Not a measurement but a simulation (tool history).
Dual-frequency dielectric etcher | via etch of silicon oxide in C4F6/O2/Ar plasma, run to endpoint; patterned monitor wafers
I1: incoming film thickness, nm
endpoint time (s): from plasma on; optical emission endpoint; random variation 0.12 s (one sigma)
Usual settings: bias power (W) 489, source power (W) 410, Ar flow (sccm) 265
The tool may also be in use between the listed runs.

Run 1, hour 0.0: usual settings but source power (W) 350; I1 101.7. Result: endpoint time (s) 21.8.
Run 2, hour 18.7: usual settings but source power (W) 350; I1 100.5. Result: endpoint time (s) 21.7.
Run 3, hour 44.6: usual settings but source power (W) 350; I1 101.7. Result: endpoint time (s) 21.9.
Run 4, hour 57.3: usual settings but bias power (W) 553; I1 102.1. Result: endpoint time (s) 20.0.
Run 5, hour 79.7: usual settings but bias power (W) 430, source power (W) 450; I1 102.6. Result: endpoint time (s) 21.1.
Run 6, hour 108.6: usual settings; I1 101.3. Result: endpoint time (s) 20.6.
Run 7, hour 123.8: usual settings; I1 101.5. Result: endpoint time (s) 20.5.
Run 8, hour 158.0: usual settings; I1 102.6. Result: endpoint time (s) 21.0.
Run 9, hour 180.0: usual settings; I1 100.5. Result: endpoint time (s) 20.3.
At hour 220.9: upper electrode replaced.
Run 10, hour 221.4: usual settings; I1 101.5. Result: endpoint time (s) 20.5.
Run 11, hour 234.8: usual settings; I1 101.6. Result: endpoint time (s) 20.6.
Run 12, hour 265.6: usual settings but Ar flow (sccm) 295; I1 102.7. Result: endpoint time (s) 20.8.
Run 13, hour 286.2: usual settings; I1 102.0. Result: endpoint time (s) 20.4.
Run 14, hour 321.0: usual settings; I1 101.2. Result: endpoint time (s) 20.2.
At hour 326.2: bias power generator calibrated.
At hour 354.9: wet clean of the chamber.
Run 15, hour 400.9: usual settings but source power (W) 380; I1 101.6. Result: endpoint time (s) 21.7.
Run 16, hour 433.2: usual settings but bias power (W) 424, source power (W) 490; I1 101.1. Result: endpoint time (s) 21.1.
Run 17, hour 458.2: usual settings but source power (W) 340, Ar flow (sccm) 304; I1 102.0. Result: endpoint time (s) 22.8.
At hour 475.1: source power generator calibrated.
Run 18, hour 475.6: usual settings but bias power (W) 432, source power (W) 360, Ar flow (sccm) 217; I1 102.2. Result: endpoint time (s) 22.3.
Run 19, hour 501.2: usual settings but Ar flow (sccm) 212; I1 102.7. Result: endpoint time (s) 20.9.
At hour 523.9: Ar flow controller replaced.
Run 20, hour 534.1: usual settings but bias power (W) 402, source power (W) 310, Ar flow (sccm) 212; I1 101.8. Result: endpoint time (s) 23.5.
Run 21, hour 557.9: usual settings; I1 102.1. Result: endpoint time (s) 20.9.
Run 22, hour 578.4: usual settings but Ar flow (sccm) 313; I1 101.4. Result: endpoint time (s) 21.3.
Run 23, hour 604.0: usual settings; I1 101.5. Result: endpoint time (s) 21.0.
Run 24, hour 622.3: usual settings but source power (W) 370; I1 101.2. Result: endpoint time (s) 21.5.
Run 25, hour 635.5: usual settings but bias power (W) 372; I1 102.4. Result: endpoint time (s) 22.5.
Run 26, hour 664.7: usual settings but bias power (W) 537, source power (W) 440; I1 101.8. Result: endpoint time (s) 19.8.
Run 27, hour 677.7: usual settings; I1 101.1. Result: endpoint time (s) 20.8.
Run 28, hour 697.4: usual settings but bias power (W) 426; I1 102.0. Result: endpoint time (s) 21.6.
Run 29, hour 720.6: usual settings but source power (W) 380, Ar flow (sccm) 209; I1 103.0. Result: endpoint time (s) 21.0.

Some steps in endpoint time (s) between neighbouring runs. How much of each would the tool show without its hidden state too (settings, what came in, random variation), and how much is left for the hidden state, with any gauge scatter that isn't in both results?
The hidden state here: etch rate over this chamber's usual, %; bias power that arrives over what is set, %; source power that arrives over what is set, %; Ar flow that arrives over what is set, %.
Run 2 -> 3: no setting changed, nothing entered. endpoint time (s) +0.2: hidden state -0.1, all else +0.3.
Run 14 -> 15: source power (W) 410 -> 380, bias power generator calibrated, wet clean of the chamber. endpoint time (s) +1.5: hidden state +0.9, all else +0.6.
Run 19 -> 20: bias power (W) 489 -> 402, source power (W) 410 -> 310, Ar flow controller replaced. endpoint time (s) +2.6: hidden state -0.1, all else +2.7.
Run 25 -> 26: bias power (W) 372 -> 537, source power (W) 410 -> 440. endpoint time (s) -2.7: hidden state +0.1, all else -2.8.
